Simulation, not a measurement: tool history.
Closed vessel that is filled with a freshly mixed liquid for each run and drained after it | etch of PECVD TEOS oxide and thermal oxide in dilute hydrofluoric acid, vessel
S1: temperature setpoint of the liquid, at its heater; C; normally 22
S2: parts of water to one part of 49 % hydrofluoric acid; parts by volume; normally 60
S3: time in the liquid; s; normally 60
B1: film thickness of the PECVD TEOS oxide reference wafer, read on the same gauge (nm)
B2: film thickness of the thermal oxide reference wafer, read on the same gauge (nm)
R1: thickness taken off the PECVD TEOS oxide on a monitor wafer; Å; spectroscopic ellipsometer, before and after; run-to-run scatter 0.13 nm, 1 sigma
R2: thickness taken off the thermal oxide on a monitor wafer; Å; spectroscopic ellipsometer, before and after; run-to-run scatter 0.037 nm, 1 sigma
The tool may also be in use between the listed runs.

run,hour,S1,S2,S3,B1,B2,R1,R2
1,0,22,75,70,109.56,49.783,254.5,43.81
2,61,22,60,60,109.52,49.748,279.2,48.58
3,126.1,22,60,60,109.44,49.701,277.4,48.27
4,150.5,22,60,85,109.4,49.706,390.5,68.13
5,199.5,20.5,60,80,109.28,49.697,346.5,60.05
6,228.5,25.5,85,60,109.23,49.643,217.5,37.34
7,279.4,19,60,60,109.23,49.671,243.1,42.73
8,307.8,22,60,60,109.16,49.593,276.3,47.82
9,356.7,26.5,60,60,109.04,49.542,332.1,57.9
10,393.7,22,70,30,109.01,49.581,116.8,20.4
11,459,18,60,60,108.88,49.497,232.7,40.62
# hour 462.2: hydrofluoric acid flow meter replaced
12,507.4,22,60,70,108.9,49.486,321.9,55.41
13,540.3,17,50,35,108.9,49.459,157.4,27.39
14,587,22,90,80,108.83,49.445,236.7,41.06
15,648.8,22,40,75,108.68,49.44,530,91.56
16,704.7,27,60,60,108.63,49.38,337.1,58.68
17,773.2,20,75,90,108.51,49.339,296.2,51.87

Expected results for the next run?
18,823.5,22,45,60,?,?,?,?

{"run 18": {"B1": 108.42, "B2": 49.272, "R1": 371.8, "R2": 64.82}}
Minus the tool's unlogged condition, the same run would have read R1 377.1 Å, R2 65.75 Å.

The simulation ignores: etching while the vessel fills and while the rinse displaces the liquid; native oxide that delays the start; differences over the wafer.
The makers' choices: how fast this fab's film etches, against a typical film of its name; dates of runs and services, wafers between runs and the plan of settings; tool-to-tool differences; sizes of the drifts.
